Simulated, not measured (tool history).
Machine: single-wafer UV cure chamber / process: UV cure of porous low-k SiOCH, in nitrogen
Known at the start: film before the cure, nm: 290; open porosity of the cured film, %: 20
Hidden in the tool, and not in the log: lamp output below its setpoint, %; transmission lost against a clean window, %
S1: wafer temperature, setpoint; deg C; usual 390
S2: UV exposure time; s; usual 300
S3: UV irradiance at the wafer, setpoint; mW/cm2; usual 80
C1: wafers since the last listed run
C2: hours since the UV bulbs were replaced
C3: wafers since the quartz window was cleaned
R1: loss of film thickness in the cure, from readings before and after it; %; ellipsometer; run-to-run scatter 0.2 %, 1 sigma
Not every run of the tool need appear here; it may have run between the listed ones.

| run | hour | S1 | S2 | S3 | C1 | C2 | C3 | R1 |
|---|---|---|---|---|---|---|---|---|
| 1 | 0 | 396 | 300 | 80 | 0 | 511.7 | 3658 | 12.079 |
|  | 3 | quartz window cleaned |
| 2 | 70.7 | 396 | 300 | 80 | 323 | 582.4 | 323 | 11.875 |
| 3 | 285.9 | 390 | 300 | 80 | 1027 | 797.6 | 1351 | 11.553 |
| 4 | 355.9 | 390 | 300 | 80 | 334 | 867.6 | 1685 | 11.704 |
| 5 | 409.3 | 390 | 300 | 80 | 255 | 921 | 1940 | 11.957 |
| 6 | 446.1 | 379 | 300 | 57 | 175 | 957.8 | 2116 | 9.808 |
| 7 | 489.2 | 379 | 300 | 57 | 205 | 1000.9 | 2322 | 9.961 |
| 8 | 539.3 | 379 | 300 | 57 | 239 | 1051 | 2561 | 9.803 |
| 9 | 605.5 | 399 | 260 | 80 | 316 | 1117.2 | 2877 | 10.821 |
| 10 | 650 | 399 | 260 | 80 | 212 | 1161.7 | 3090 | 10.97 |
| 11 | 701.9 | 390 | 300 | 70 | 247 | 1213.6 | 3338 | 10.828 |
| 12 | 759.1 | 390 | 300 | 70 | 273 | 1270.8 | 3611 | 10.575 |
|  | 871.8 | UV bulbs replaced |
| 13 | 894.5 | 390 | 300 | 70 | 608 | 22.7 | 4220 | 12.175 |
|  | 919.1 | quartz window cleaned |
| 14 | 1029.4 | 385 | 300 | 80 | 606 | 157.6 | 526 | 12.323 |
| 15 | 1063.7 | 385 | 300 | 80 | 163 | 191.9 | 690 | 12.609 |
| 16 | 1109.8 | 385 | 300 | 80 | 220 | 238 | 910 | 12.735 |
| 17 | 1141.9 | 390 | 300 | 111 | 153 | 270.1 | 1064 | 13.989 |
| 18 | 1200.5 | 390 | 300 | 111 | 279 | 328.7 | 1344 | 14.156 |
| 19 | 1264.9 | 390 | 300 | 80 | 307 | 393.1 | 1651 | 12.368 |
| 20 | 1320.7 | 390 | 300 | 80 | 266 | 448.9 | 1918 | 12.346 |
| 21 | 1392.6 | 390 | 300 | 80 | 343 | 520.8 | 2261 | 12.05 |
| 22 | 1450.1 | 390 | 170 | 80 | 274 | 578.3 | 2536 | 9.328 |
| 23 | 1504 | 390 | 170 | 80 | 257 | 632.2 | 2793 | 9.535 |
| 24 | 1573.1 | 385 | 400 | 92 | 330 | 701.3 | 3123 | 14.329 |
| 25 | 1605.1 | 405 | 415 | 118 | 152 | 733.3 | 3276 | 15.659 |
| 26 | 1654.5 | 390 | 145 | 63 | 235 | 782.7 | 3512 | 7.506 |
| 27 | 1714.1 | 410 | 220 | 63 | 284 | 842.3 | 3797 | 9.793 |
|  | 1742.5 | quartz window cleaned |
| 28 | 1752.5 | 399 | 380 | 119 | 145 | 880.7 | 47 | 15.057 |
| 29 | 1926 | 390 | 300 | 80 | 828 | 1054.2 | 876 | 11.737 |
| 30 | 1972.7 | 404 | 475 | 64 | 223 | 1100.9 | 1099 | 13.107 |
|  | 2002.6 | UV bulbs replaced |
| 31 | 2003.8 | 402 | 190 | 80 | 110 | 1.2 | 1209 | 10.647 |
| 32 | 2047.3 | 396 | 415 | 67 | 207 | 44.7 | 1417 | 13.574 |
| 33 | 2092.2 | 390 | 300 | 80 | 214 | 89.6 | 1632 | 12.714 |
| 34 | 2162.4 | 376 | 300 | 118 | 335 | 159.8 | 1967 | 14.206 |
| 35 | 2195.6 | 390 | 300 | 80 | 158 | 193 | 2126 | 12.629 |
| 36 | 2264.7 | 384 | 300 | 91 | 330 | 262.1 | 2456 | 13.11 |
| 37 | 2296.7 | 390 | 300 | 80 | 152 | 294.1 | 2608 | 12.251 |
| 38 | 2337.1 | 379 | 145 | 46 | 192 | 334.5 | 2801 | 6.418 |
| 39 | 2370.9 | 390 | 155 | 80 | 161 | 368.3 | 2963 | 9.036 |
| 40 | 2431.9 | 390 | 300 | 108 | 291 | 429.3 | 3254 | 13.879 |
| 41 | 2468.8 | 398 | 300 | 56 | 176 | 466.2 | 3431 | 10.727 |
| 42 | 2501.4 | 390 | 300 | 80 | 155 | 498.8 | 3586 | 12.504 |
| 43 | 2544.4 | 409 | 300 | 80 | 205 | 541.8 | 3792 | 12.442 |
| 44 | 2570.5 | 378 | 400 | 80 | 124 | 567.9 | 3916 | 13.567 |
|  | 2673.3 | quartz window cleaned |
| 45 | 2751 | 390 | 350 | 99 | 823 | 748.4 | 371 | 13.268 |
| 46 | 2790.8 | 375 | 300 | 117 | 190 | 788.2 | 561 | 13.288 |

Some steps in R1 between neighbouring runs. How much of each would the tool show without its hidden state too (settings, what came in, random variation), and how much is left for the hidden state, with any gauge scatter that isn't in both results?
Run 2 -> 3: S1 396 -> 390. R1 -0.322 %: hidden state -0.224, all else -0.098.
Run 12 -> 13: UV bulbs replaced. R1 +1.6 %: hidden state +1.444, all else +0.156.
Run 25 -> 26: S1 405 -> 390, S2 415 -> 145, S3 118 -> 63. R1 -8.153 %: hidden state +0.076, all else -8.229.
Run 27 -> 28: S1 410 -> 399, S2 220 -> 380, S3 63 -> 119, quartz window cleaned. R1 +5.264 %: hidden state -0.124, all else +5.388.
Run 30 -> 31: S1 404 -> 402, S2 475 -> 190, S3 64 -> 80, UV bulbs replaced. R1 -2.46 %: hidden state +1.142, all else -3.602.
Run 37 -> 38: S1 390 -> 379, S2 300 -> 145, S3 80 -> 46. R1 -5.833 %: hidden state +0.016, all else -5.849.
